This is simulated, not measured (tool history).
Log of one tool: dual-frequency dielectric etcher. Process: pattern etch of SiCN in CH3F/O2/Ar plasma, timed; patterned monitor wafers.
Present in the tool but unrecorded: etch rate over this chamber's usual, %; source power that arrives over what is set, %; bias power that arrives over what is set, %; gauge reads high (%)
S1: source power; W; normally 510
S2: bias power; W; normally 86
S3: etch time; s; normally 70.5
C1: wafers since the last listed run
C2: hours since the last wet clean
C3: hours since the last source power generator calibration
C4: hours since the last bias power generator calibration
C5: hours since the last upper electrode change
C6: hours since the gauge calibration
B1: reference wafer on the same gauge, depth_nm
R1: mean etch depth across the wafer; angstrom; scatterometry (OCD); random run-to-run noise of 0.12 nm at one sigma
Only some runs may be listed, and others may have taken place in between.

run 1 hour=0 | S1=510 S2=86 S3=70.5 | C1=0 C2=282.6 C3=2882.9 C4=2920.4 C5=1958.5 C6=213.7 | B1=30.47 | R1=333.2
-- hour=93.2 wet clean of the chamber
run 2 hour=93.7 | S1=510 S2=86 S3=70.5 | C1=967 C2=0.5 C3=2976.6 C4=3014.1 C5=2052.2 C6=307.4 | B1=30.5 | R1=338.5
run 3 hour=104.8 | S1=510 S2=86 S3=70.5 | C1=154 C2=11.6 C3=2987.7 C4=3025.2 C5=2063.3 C6=318.5 | B1=30.51 | R1=337.9
run 4 hour=160.6 | S1=510 S2=86 S3=64.5 | C1=774 C2=67.4 C3=3043.5 C4=3081 C5=2119.1 C6=374.3 | B1=30.49 | R1=306.3
run 5 hour=225.1 | S1=510 S2=86 S3=70.5 | C1=895 C2=131.9 C3=3108 C4=3145.5 C5=2183.6 C6=438.8 | B1=30.53 | R1=334.8
run 6 hour=265.4 | S1=510 S2=86 S3=70.5 | C1=559 C2=172.2 C3=3148.3 C4=3185.8 C5=2223.9 C6=479.1 | B1=30.47 | R1=332.3
run 7 hour=298.2 | S1=510 S2=69 S3=70.5 | C1=455 C2=205 C3=3181.1 C4=3218.6 C5=2256.7 C6=511.9 | B1=30.47 | R1=317.7
run 8 hour=368.2 | S1=510 S2=69 S3=70.5 | C1=972 C2=275 C3=3251.1 C4=3288.6 C5=2326.7 C6=581.9 | B1=30.49 | R1=316
run 9 hour=433.3 | S1=510 S2=69 S3=70.5 | C1=904 C2=340.1 C3=3316.2 C4=3353.7 C5=2391.8 C6=647 | B1=30.49 | R1=313.9
-- hour=477.2 upper electrode replaced
run 10 hour=477.7 | S1=510 S2=86 S3=57 | C1=283 C2=384.5 C3=3360.6 C4=3398.1 C5=0.5 C6=691.4 | B1=30.52 | R1=266.5
run 11 hour=499.9 | S1=510 S2=86 S3=57 | C1=308 C2=406.7 C3=3382.8 C4=3420.3 C5=22.7 C6=713.6 | B1=30.51 | R1=265.1
-- hour=534.1 wet clean of the chamber
run 12 hour=534.6 | S1=510 S2=86 S3=70.5 | C1=148 C2=0.5 C3=3417.5 C4=3455 C5=57.4 C6=748.3 | B1=30.49 | R1=319.4
-- hour=536.2 gauge calibrated
-- hour=574.9 bias power generator calibrated
-- hour=690.5 source power generator calibrated
run 13 hour=720.4 | S1=510 S2=86 S3=70.5 | C1=2469 C2=186.3 C3=29.9 C4=145.5 C5=243.2 C6=184.2 | B1=30.5 | R1=314.2
-- hour=765.3 wet clean of the chamber, repeated, since the last time left the tool worse
run 14 hour=776.5 | S1=440 S2=97 S3=82 | C1=445 C2=11.2 C3=86 C4=201.6 C5=299.3 C6=240.3 | B1=30.48 | R1=387.5
run 15 hour=952.1 | S1=510 S2=68 S3=59.5 | C1=2438 C2=186.8 C3=261.6 C4=377.2 C5=474.9 C6=415.9 | B1=30.5 | R1=267.9
run 16 hour=1005.2 | S1=470 S2=70 S3=86 | C1=737 C2=239.9 C3=314.7 C4=430.3 C5=528 C6=469 | B1=30.49 | R1=377.8
run 17 hour=1035.5 | S1=510 S2=86 S3=70.5 | C1=420 C2=270.2 C3=345 C4=460.6 C5=558.3 C6=499.3 | B1=30.54 | R1=330.9
run 18 hour=1072.3 | S1=380 S2=86 S3=70.5 | C1=511 C2=307 C3=381.8 C4=497.4 C5=595.1 C6=536.1 | B1=30.55 | R1=304.8
-- hour=1127.3 wet clean of the chamber
run 19 hour=1129.2 | S1=440 S2=73 S3=51.5 | C1=456 C2=1.9 C3=438.7 C4=554.3 C5=652 C6=593 | B1=30.53 | R1=228.2
run 20 hour=1159.6 | S1=510 S2=95 S3=50.5 | C1=422 C2=32.3 C3=469.1 C4=584.7 C5=682.4 C6=623.4 | B1=30.55 | R1=246.4
run 21 hour=1199.6 | S1=510 S2=86 S3=70.5 | C1=555 C2=72.3 C3=509.1 C4=624.7 C5=722.4 C6=663.4 | B1=30.5 | R1=332.9
run 22 hour=1250.4 | S1=580 S2=86 S3=51.5 | C1=705 C2=123.1 C3=559.9 C4=675.5 C5=773.2 C6=714.2 | B1=30.52 | R1=253.1

Forecast each of these 4 alternatives for the next run:
run A hour=1250.8 | S1=510 S2=86 S3=56.5 | C1=5 C2=123.5 C3=560.3 C4=675.9 C5=773.6 C6=714.6 | B1=? | R1=?
run B hour=1250.8 | S1=560 S2=102 S3=53 | C1=5 C2=123.5 C3=560.3 C4=675.9 C5=773.6 C6=714.6 | B1=? | R1=?
run C hour=1250.8 | S1=390 S2=67 S3=70.5 | C1=5 C2=123.5 C3=560.3 C4=675.9 C5=773.6 C6=714.6 | B1=? | R1=?
run D hour=1250.8 | S1=440 S2=86 S3=70.5 | C1=5 C2=123.5 C3=560.3 C4=675.9 C5=773.6 C6=714.6 | B1=? | R1=?

run=A B1=30.52 R1=268.6
run=B B1=30.52 R1=269.6
run=C B1=30.52 R1=294.2
run=D B1=30.52 R1=321
Without the tool's hidden state the same runs would have given:
run=A R1=271.3
run=B R1=272.4
run=C R1=297.1
run=D R1=324.2
